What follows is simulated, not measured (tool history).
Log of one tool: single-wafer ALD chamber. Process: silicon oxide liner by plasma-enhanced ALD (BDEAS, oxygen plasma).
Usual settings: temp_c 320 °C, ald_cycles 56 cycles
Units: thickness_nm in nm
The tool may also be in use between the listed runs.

| run | day | temp_c | ald_cycles | read-back reference wafer on the same gauge, thickness_nm | thickness_nm |
|---|---|---|---|---|---|
| 1 | 0 | 320 | 50 | 6.197 | 4.868 |
| 2 | 0.721 | 320 | 56 | 6.194 | 5.453 |
| 3 | 2.167 | 320 | 56 | 6.185 | 5.446 |
| 4 | 3.429 | 320 | 56 | 6.183 | 5.423 |
| 5 | 4.304 | 320 | 52 | 6.179 | 5.068 |
| 6 | 5.75 | 320 | 52 | 6.18 | 5.032 |
| 7 | 7.142 | 320 | 56 | 6.171 | 5.45 |
| 8 | 7.667 | 320 | 59 | 6.171 | 5.733 |
| 9 | 8.188 | 320 | 59 | 6.17 | 5.702 |
| 10 | 9.329 | 320 | 56 | 6.164 | 5.441 |
| 11 | 10.638 | 320 | 56 | 6.162 | 5.43 |
| 12 | 11.692 | 320 | 56 | 6.156 | 5.427 |
| 13 | 12.283 | 311 | 56 | 6.155 | 5.491 |
| 14 | 13.162 | 320 | 56 | 6.151 | 5.429 |
| 15 | 14.533 | 320 | 56 | 6.149 | 5.401 |
| 16 | 15.975 | 320 | 48 | 6.14 | 4.62 |
| 17 | 16.775 | 306 | 56 | 6.137 | 5.475 |
| 18 | 17.954 | 314 | 53 | 6.134 | 5.148 |
| 19 | 19.117 | 320 | 56 | 6.132 | 5.409 |
| 20 | 20.142 | 320 | 56 | 6.127 | 5.386 |
|  | 20.829 | thermocouple changed; heater temperature recalibrated |
| 21 | 20.896 | 324 | 50 | 6.126 | 4.778 |
| 22 | 21.742 | 311 | 65 | 6.126 | 6.317 |
| 23 | 22.321 | 320 | 56 | 6.12 | 5.38 |
| 24 | 25.967 | 314 | 60 | 6.106 | 5.799 |
|  | 25.983 | gauge calibrated |
| 25 | 27.233 | 306 | 48 | 6.198 | 4.751 |
| 26 | 28.383 | 332 | 64 | 6.195 | 6.137 |
| 27 | 29.542 | 330 | 56 | 6.193 | 5.392 |
| 28 | 30.979 | 330 | 47 | 6.19 | 4.52 |
| 29 | 32.025 | 307 | 47 | 6.18 | 4.657 |
| 30 | 33.029 | 320 | 65 | 6.18 | 6.31 |
| 31 | 34.338 | 320 | 60 | 6.179 | 5.827 |

The same runs without the tool's hidden state, with the same run-to-run variation:
The hidden state here: wafer temperature above the value expected at the setpoint (K); gauge reads high (%).
| run | thickness_nm |
|---|---|
| 1 | 4.872 |
| 2 | 5.459 |
| 3 | 5.457 |
| 4 | 5.437 |
| 5 | 5.084 |
| 6 | 5.051 |
| 7 | 5.475 |
| 8 | 5.762 |
| 9 | 5.732 |
| 10 | 5.473 |
| 11 | 5.466 |
| 12 | 5.466 |
| 13 | 5.532 |
| 14 | 5.473 |
| 15 | 5.448 |
| 16 | 4.664 |
| 17 | 5.53 |
| 18 | 5.203 |
| 19 | 5.471 |
| 20 | 5.451 |
| 21 | 4.838 |
| 22 | 6.398 |
| 23 | 5.451 |
| 24 | 5.888 |
| 25 | 4.751 |
| 26 | 6.141 |
| 27 | 5.399 |
| 28 | 4.529 |
| 29 | 4.67 |
| 30 | 6.33 |
| 31 | 5.85 |
